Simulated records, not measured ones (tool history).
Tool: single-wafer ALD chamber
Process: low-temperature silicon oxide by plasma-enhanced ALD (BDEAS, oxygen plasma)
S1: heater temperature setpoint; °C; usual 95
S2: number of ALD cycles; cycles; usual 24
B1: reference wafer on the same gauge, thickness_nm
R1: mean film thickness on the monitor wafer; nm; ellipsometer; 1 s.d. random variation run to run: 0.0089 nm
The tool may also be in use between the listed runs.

{"run": 1, "hour": 0.0, "S1": 95, "S2": 24, "B1": 3.3, "R1": 3.534}
{"run": 2, "hour": 8.8, "S1": 95, "S2": 24, "B1": 3.301, "R1": 3.542}
{"run": 3, "hour": 16.2, "S1": 95, "S2": 24, "B1": 3.299, "R1": 3.546}
{"run": 4, "hour": 25.0, "S1": 95, "S2": 24, "B1": 3.303, "R1": 3.545}
{"run": 5, "hour": 33.9, "S1": 99, "S2": 24, "B1": 3.303, "R1": 3.489}
{"run": 6, "hour": 43.4, "S1": 91, "S2": 26, "B1": 3.3, "R1": 3.901}
{"run": 7, "hour": 53.9, "S1": 103, "S2": 24, "B1": 3.301, "R1": 3.457}
{"run": 8, "hour": 61.1, "S1": 95, "S2": 24, "B1": 3.299, "R1": 3.551}
{"run": 9, "hour": 74.3, "S1": 95, "S2": 24, "B1": 3.298, "R1": 3.552}
{"run": 10, "hour": 84.3, "S1": 95, "S2": 24, "B1": 3.299, "R1": 3.554}
{"run": 11, "hour": 99.5, "S1": 95, "S2": 26, "B1": 3.3, "R1": 3.841}
{"run": 12, "hour": 111.2, "S1": 95, "S2": 22, "B1": 3.301, "R1": 3.254}
{"run": 13, "hour": 122.7, "S1": 95, "S2": 22, "B1": 3.3, "R1": 3.253}
{"run": 14, "hour": 139.5, "S1": 95, "S2": 22, "B1": 3.301, "R1": 3.248}
{"run": 15, "hour": 148.7, "S1": 100, "S2": 24, "B1": 3.298, "R1": 3.508}
{"hour": 161.3, "done": "thermocouple changed; heater temperature recalibrated"}
{"run": 16, "hour": 161.8, "S1": 100, "S2": 24, "B1": 3.299, "R1": 3.501}
{"run": 17, "hour": 168.2, "S1": 95, "S2": 24, "B1": 3.301, "R1": 3.542}
{"run": 18, "hour": 177.6, "S1": 83, "S2": 19, "B1": 3.299, "R1": 2.91}
{"hour": 179.2, "done": "gauge calibrated"}
{"run": 19, "hour": 192.2, "S1": 103, "S2": 21, "B1": 3.301, "R1": 3.032}
{"run": 20, "hour": 200.7, "S1": 101, "S2": 27, "B1": 3.302, "R1": 3.907}
{"run": 21, "hour": 210.6, "S1": 101, "S2": 21, "B1": 3.301, "R1": 3.05}
{"run": 22, "hour": 262.4, "S1": 95, "S2": 24, "B1": 3.299, "R1": 3.546}
{"run": 23, "hour": 274.7, "S1": 86, "S2": 23, "B1": 3.3, "R1": 3.502}
{"run": 24, "hour": 289.0, "S1": 109, "S2": 26, "B1": 3.301, "R1": 3.708}
{"run": 25, "hour": 305.8, "S1": 82, "S2": 22, "B1": 3.299, "R1": 3.372}
{"run": 26, "hour": 314.0, "S1": 95, "S2": 24, "B1": 3.3, "R1": 3.55}
{"run": 27, "hour": 328.1, "S1": 88, "S2": 21, "B1": 3.302, "R1": 3.174}
{"run": 28, "hour": 345.7, "S1": 95, "S2": 24, "B1": 3.299, "R1": 3.544}
{"run": 29, "hour": 359.5, "S1": 82, "S2": 26, "B1": 3.302, "R1": 3.971}
{"run": 30, "hour": 372.2, "S1": 100, "S2": 26, "B1": 3.3, "R1": 3.781}
{"run": 31, "hour": 384.4, "S1": 95, "S2": 24, "B1": 3.3, "R1": 3.545}
{"run": 32, "hour": 398.9, "S1": 95, "S2": 24, "B1": 3.299, "R1": 3.56}
{"run": 33, "hour": 408.0, "S1": 95, "S2": 21, "B1": 3.299, "R1": 3.1}
{"run": 34, "hour": 425.5, "S1": 91, "S2": 26, "B1": 3.303, "R1": 3.873}
{"run": 35, "hour": 436.4, "S1": 95, "S2": 23, "B1": 3.3, "R1": 3.409}

The tool's hidden state at each run:
wafer temperature above the value expected at the setpoint (K): 0 in every run
gauge reads high (%): 0 in every run
